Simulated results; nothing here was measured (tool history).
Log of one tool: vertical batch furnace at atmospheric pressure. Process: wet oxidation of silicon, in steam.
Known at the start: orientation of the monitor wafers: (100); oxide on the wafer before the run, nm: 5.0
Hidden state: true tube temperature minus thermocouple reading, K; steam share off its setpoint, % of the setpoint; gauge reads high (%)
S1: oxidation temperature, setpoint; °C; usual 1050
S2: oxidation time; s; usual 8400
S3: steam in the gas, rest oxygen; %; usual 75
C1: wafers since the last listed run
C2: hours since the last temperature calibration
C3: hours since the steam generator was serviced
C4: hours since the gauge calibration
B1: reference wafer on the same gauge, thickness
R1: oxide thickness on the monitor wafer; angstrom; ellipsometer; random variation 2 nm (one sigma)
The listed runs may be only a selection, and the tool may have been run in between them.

run 1 day=0.000 | S1=1050 S2=5490 S3=75 | C1=0 C2=1954.4 C3=2814.9 C4=387.6 | B1=701.39 | R1=6324.5
run 2 day=3.225 | S1=1050 S2=5490 S3=75 | C1=680 C2=2031.8 C3=2892.3 C4=465.0 | B1=700.36 | R1=6350.0
run 3 day=5.392 | S1=1056 S2=8400 S3=75 | C1=457 C2=2083.8 C3=2944.3 C4=517.0 | B1=701.58 | R1=8335.7
run 4 day=9.158 | S1=1056 S2=8400 S3=75 | C1=795 C2=2174.2 C3=3034.7 C4=607.4 | B1=700.82 | R1=8317.0
run 5 day=10.854 | S1=1050 S2=9480 S3=75 | C1=357 C2=2214.9 C3=3075.4 C4=648.1 | B1=700.11 | R1=8704.0
run 6 day=13.275 | S1=1050 S2=9480 S3=75 | C1=511 C2=2273.0 C3=3133.5 C4=706.2 | B1=700.33 | R1=8705.5
run 7 day=17.058 | S1=1050 S2=8400 S3=75 | C1=798 C2=2363.8 C3=3224.3 C4=797.0 | B1=701.25 | R1=8133.9
run 8 day=18.583 | S1=1050 S2=8400 S3=75 | C1=321 C2=2400.4 C3=3260.9 C4=833.6 | B1=700.28 | R1=8126.2
run 9 day=20.150 | S1=1050 S2=8400 S3=75 | C1=330 C2=2438.0 C3=3298.5 C4=871.2 | B1=700.94 | R1=8136.9
run 10 day=22.467 | S1=1050 S2=8400 S3=75 | C1=489 C2=2493.6 C3=3354.1 C4=926.8 | B1=701.50 | R1=8128.3
run 11 day=24.942 | S1=1050 S2=8400 S3=75 | C1=522 C2=2553.0 C3=3413.5 C4=986.2 | B1=700.69 | R1=8156.5
run 12 day=26.454 | S1=1050 S2=8400 S3=75 | C1=319 C2=2589.3 C3=3449.8 C4=1022.5 | B1=701.15 | R1=8125.4
-- day=27.996 gauge calibrated
run 13 day=30.338 | S1=1050 S2=8400 S3=75 | C1=819 C2=2682.5 C3=3543.0 C4=56.2 | B1=700.82 | R1=8126.4
run 14 day=32.129 | S1=1050 S2=8400 S3=75 | C1=378 C2=2725.5 C3=3586.0 C4=99.2 | B1=701.67 | R1=8174.6
run 15 day=36.012 | S1=1050 S2=8400 S3=75 | C1=819 C2=2818.7 C3=3679.2 C4=192.4 | B1=701.27 | R1=8126.5
-- day=38.575 steam generator serviced
run 16 day=39.704 | S1=1050 S2=8400 S3=75 | C1=568 C2=2907.3 C3=27.1 C4=281.0 | B1=700.37 | R1=8106.6
run 17 day=41.246 | S1=1061 S2=8400 S3=75 | C1=325 C2=2944.3 C3=64.1 C4=318.0 | B1=701.00 | R1=8545.0
run 18 day=43.558 | S1=1028 S2=11040 S3=75 | C1=488 C2=2999.8 C3=119.6 C4=373.5 | B1=701.30 | R1=8653.4
run 19 day=45.483 | S1=1050 S2=7290 S3=75 | C1=406 C2=3046.0 C3=165.8 C4=419.7 | B1=700.96 | R1=7512.4
-- day=50.104 thermocouples replaced and temperature profile calibrated
run 20 day=50.125 | S1=1040 S2=4740 S3=83 | C1=768 C2=0.5 C3=277.2 C4=531.1 | B1=700.55 | R1=5719.1
run 21 day=51.546 | S1=1072 S2=6540 S3=71 | C1=299 C2=34.6 C3=311.3 C4=565.2 | B1=700.57 | R1=7328.9

The next listed run, before its measurement:
run 22 day=54.846 | S1=1050 S2=8400 S3=78 | C1=696 C2=113.8 C3=390.5 C4=644.4 | B1=? | R1=?

{"run 22": {"B1": 700.96, "R1": 8088.3}}
Had the tool carried no hidden state, the very same run would have given R1 8057.4 angstrom.
